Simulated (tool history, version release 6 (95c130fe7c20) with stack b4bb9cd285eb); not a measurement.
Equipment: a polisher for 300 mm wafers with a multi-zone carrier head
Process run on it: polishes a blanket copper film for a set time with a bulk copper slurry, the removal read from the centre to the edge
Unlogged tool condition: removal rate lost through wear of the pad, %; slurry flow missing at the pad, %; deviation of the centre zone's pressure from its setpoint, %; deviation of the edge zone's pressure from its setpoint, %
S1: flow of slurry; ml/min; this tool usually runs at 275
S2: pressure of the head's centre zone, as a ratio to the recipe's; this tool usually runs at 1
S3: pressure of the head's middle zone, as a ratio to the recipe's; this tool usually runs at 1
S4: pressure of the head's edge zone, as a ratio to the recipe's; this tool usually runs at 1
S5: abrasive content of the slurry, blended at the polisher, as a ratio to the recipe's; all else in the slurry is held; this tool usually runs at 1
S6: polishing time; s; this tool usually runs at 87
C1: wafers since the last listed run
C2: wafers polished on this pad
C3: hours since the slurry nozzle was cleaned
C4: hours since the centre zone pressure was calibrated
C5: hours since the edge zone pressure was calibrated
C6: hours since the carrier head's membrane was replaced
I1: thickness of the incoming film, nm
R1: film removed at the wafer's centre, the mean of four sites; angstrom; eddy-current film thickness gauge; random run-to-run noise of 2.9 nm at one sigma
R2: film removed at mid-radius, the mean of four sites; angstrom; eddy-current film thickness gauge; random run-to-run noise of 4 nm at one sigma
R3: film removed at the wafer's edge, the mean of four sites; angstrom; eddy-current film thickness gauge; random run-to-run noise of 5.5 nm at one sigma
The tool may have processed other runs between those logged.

| run | day | S1 | S2 | S3 | S4 | S5 | S6 | C1 | C2 | C3 | C4 | C5 | C6 | I1 | R1 | R2 | R3 |
|---|---|---|---|---|---|---|---|---|---|---|---|---|---|---|---|---|---|
| 1 | 0 | 275 | 1 | 1 | 1 | 1 | 87 | 0 | 2303 | 480.3 | 1099.5 | 90.7 | 520.6 | 1952.6 | 4322 | 4439 | 4690 |
|  | 3.633 | worn pad replaced by a new one |
|  | 4.625 | slurry nozzle cleaned |
| 2 | 7.5 | 275 | 1 | 1 | 1 | 1 | 87 | 2127 | 1116 | 69 | 1279.5 | 270.7 | 700.6 | 1964.8 | 4530 | 4725 | 4789 |
| 3 | 10.471 | 275 | 1 | 1 | 1 | 1 | 87 | 866 | 1983 | 140.3 | 1350.8 | 342 | 771.9 | 1960.6 | 4453 | 4608 | 4547 |
|  | 12.442 | edge zone pressure recalibrated |
|  | 14.392 | worn pad replaced by a new one |
| 4 | 14.842 | 275 | 1 | 1 | 1 | 1 | 87 | 1202 | 131 | 245.2 | 1455.7 | 57.6 | 876.8 | 1992.6 | 4547 | 4680 | 4890 |
|  | 16.979 | centre zone pressure recalibrated |
| 5 | 17.938 | 275 | 1 | 1 | 1 | 1 | 87 | 879 | 1010 | 319.5 | 23 | 131.9 | 951.1 | 1948.1 | 4446 | 4634 | 4722 |
|  | 18.792 | carrier head's membrane replaced by a new one |
| 6 | 20.304 | 275 | 1 | 1 | 1 | 1 | 87 | 629 | 1640 | 376.3 | 79.8 | 188.7 | 36.3 | 1972.1 | 4388 | 4552 | 4572 |
| 7 | 22.017 | 275 | 1 | 1 | 1 | 1 | 87 | 499 | 2139 | 417.4 | 120.9 | 229.8 | 77.4 | 1973.3 | 4353 | 4538 | 4549 |
| 8 | 24.3 | 275 | 1 | 1 | 1 | 1 | 87 | 666 | 2806 | 472.2 | 175.7 | 284.6 | 132.2 | 1989.6 | 4354 | 4533 | 4669 |
|  | 25.571 | worn pad replaced by a new one |
| 9 | 27.512 | 275 | 1 | 1 | 1 | 1 | 87 | 888 | 566 | 549.3 | 252.8 | 361.7 | 209.3 | 1956.2 | 4373 | 4578 | 4650 |
|  | 29.525 | edge zone pressure recalibrated |
|  | 29.6 | slurry nozzle cleaned |
| 10 | 30.588 | 215 | 0.92 | 1 | 1.04 | 1 | 69 | 860 | 1427 | 23.7 | 326.6 | 25.5 | 283.1 | 1942.3 | 3283 | 3558 | 3739 |
| 11 | 34.442 | 275 | 1.08 | 0.89 | 1 | 0.9 | 87 | 1124 | 2551 | 116.2 | 419.1 | 118 | 375.6 | 2003.2 | 4517 | 4034 | 4605 |
|  | 35.183 | worn pad replaced by a new one |
| 12 | 37.479 | 195 | 0.9 | 1 | 1 | 1 | 87 | 837 | 669 | 189.1 | 492 | 190.9 | 448.5 | 1981 | 3912 | 4371 | 4601 |
| 13 | 40.679 | 275 | 1 | 1 | 0.9 | 1 | 87 | 933 | 1603 | 265.9 | 568.8 | 267.7 | 525.3 | 1972.2 | 4385 | 4563 | 4435 |
| 14 | 44.554 | 275 | 1 | 1 | 0.93 | 0.8 | 67 | 1130 | 2734 | 358.9 | 661.8 | 360.7 | 618.3 | 1946.3 | 3165 | 3305 | 3212 |
|  | 45.567 | worn pad replaced by a new one |
|  | 46.854 | edge zone pressure recalibrated |
| 15 | 48.879 | 205 | 1 | 1 | 0.97 | 1 | 87 | 1189 | 941 | 462.7 | 765.6 | 48.6 | 722.1 | 1988 | 4107 | 4312 | 4386 |
|  | 52.021 | slurry nozzle cleaned |
| 16 | 52.042 | 275 | 1 | 1 | 1 | 1 | 87 | 910 | 1852 | 0.5 | 841.5 | 124.5 | 798 | 1964.3 | 4503 | 4788 | 4794 |

Alternative continuations, all from the tool just after run 16; predict every row:
| A | 52.058 | 275 | 1 | 1 | 1 | 1 | 67 | 4 | 1857 | 0.9 | 841.9 | 124.9 | 798.4 | 1958.1 | ? | ? | ? |
| B | 52.058 | 275 | 1 | 1 | 1 | 1 | 100 | 4 | 1857 | 0.9 | 841.9 | 124.9 | 798.4 | 1958.1 | ? | ? | ? |
| C | 52.058 | 275 | 1 | 1 | 0.92 | 1 | 87 | 4 | 1857 | 0.9 | 841.9 | 124.9 | 798.4 | 1958.1 | ? | ? | ? |
| D | 52.058 | 330 | 1 | 1 | 1 | 1 | 87 | 4 | 1857 | 0.9 | 841.9 | 124.9 | 798.4 | 1958.1 | ? | ? | ? |

| run | R1 | R2 | R3 |
|---|---|---|---|
| A | 3482 | 3576 | 3672 |
| B | 5196 | 5338 | 5481 |
| C | 4521 | 4644 | 4600 |
| D | 4619 | 4735 | 4840 |
Stripped of hidden state, with their random variation kept, the same runs would have yielded:
| run | R1 | R2 | R3 |
|---|---|---|---|
| A | 3621 | 3718 | 3817 |
| B | 5404 | 5550 | 5697 |
| C | 4701 | 4829 | 4781 |
| D | 4802 | 4921 | 5029 |

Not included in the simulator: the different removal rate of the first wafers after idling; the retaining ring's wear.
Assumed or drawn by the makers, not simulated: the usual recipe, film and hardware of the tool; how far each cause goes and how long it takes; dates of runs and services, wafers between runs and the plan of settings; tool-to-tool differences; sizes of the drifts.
